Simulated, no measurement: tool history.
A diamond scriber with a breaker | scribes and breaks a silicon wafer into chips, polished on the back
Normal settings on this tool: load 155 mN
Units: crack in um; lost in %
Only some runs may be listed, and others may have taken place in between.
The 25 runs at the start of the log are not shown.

run,hour,load,wafers since the last listed run,hours since the diamond tip was replaced,hours since the load on the tip was calibrated,"incoming depth of the damage left on the back of the incoming wafer, um",crack,lost
26,1891.8,171,190,376.5,230.5,0.02,11.61,1.74
27,2193.0,155,1071,677.7,531.7,0.01,10.77,1.02
28,2272.8,171,283,757.5,611.5,0.04,11.51,1.74
29,2310.2,155,133,794.9,648.9,0.05,10.70,1.01
# hour 2350.0: diamond tip replaced by a new one
30,2357.1,155,159,7.1,695.8,0.02,10.89,1.05
31,2417.8,110,215,67.8,756.5,0.02,8.11,10.47
32,2464.3,124,165,114.3,803.0,0.02,8.87,4.79
33,2566.2,137,362,216.2,904.9,0.05,9.59,2.26
34,2638.9,155,258,288.9,977.6,0.05,10.68,0.99
# hour 2706.2: load on the tip recalibrated
35,2708.7,155,241,358.7,2.5,0.01,10.78,1.00
36,2777.9,155,246,427.9,71.7,0.04,10.81,1.04
37,2834.1,178,199,484.1,127.9,0.03,12.13,2.59
38,2882.5,155,172,532.5,176.3,0.03,10.81,1.01
39,2936.5,119,192,586.5,230.3,0.01,8.77,6.49
40,3028.1,181,325,678.1,321.9,0.01,12.34,2.70

What if the next run were any one of these 5? Each begins from the tool's condition after run 40:
A,3028.6,114,1,678.6,322.4,0.02,?,?
B,3028.6,194,1,678.6,322.4,0.02,?,?
C,3028.6,191,1,678.6,322.4,0.02,?,?
D,3028.6,201,1,678.6,322.4,0.02,?,?
E,3028.6,187,1,678.6,322.4,0.02,?,?

run,crack,lost
A,8.34,8.39
B,12.83,4.59
C,12.67,4.13
D,13.18,5.76
E,12.47,3.54
Without the tool's hidden state the same runs would have given:
run,crack,lost
A,8.34,8.39
B,12.83,4.59
C,12.67,4.13
D,13.18,5.76
E,12.47,3.54

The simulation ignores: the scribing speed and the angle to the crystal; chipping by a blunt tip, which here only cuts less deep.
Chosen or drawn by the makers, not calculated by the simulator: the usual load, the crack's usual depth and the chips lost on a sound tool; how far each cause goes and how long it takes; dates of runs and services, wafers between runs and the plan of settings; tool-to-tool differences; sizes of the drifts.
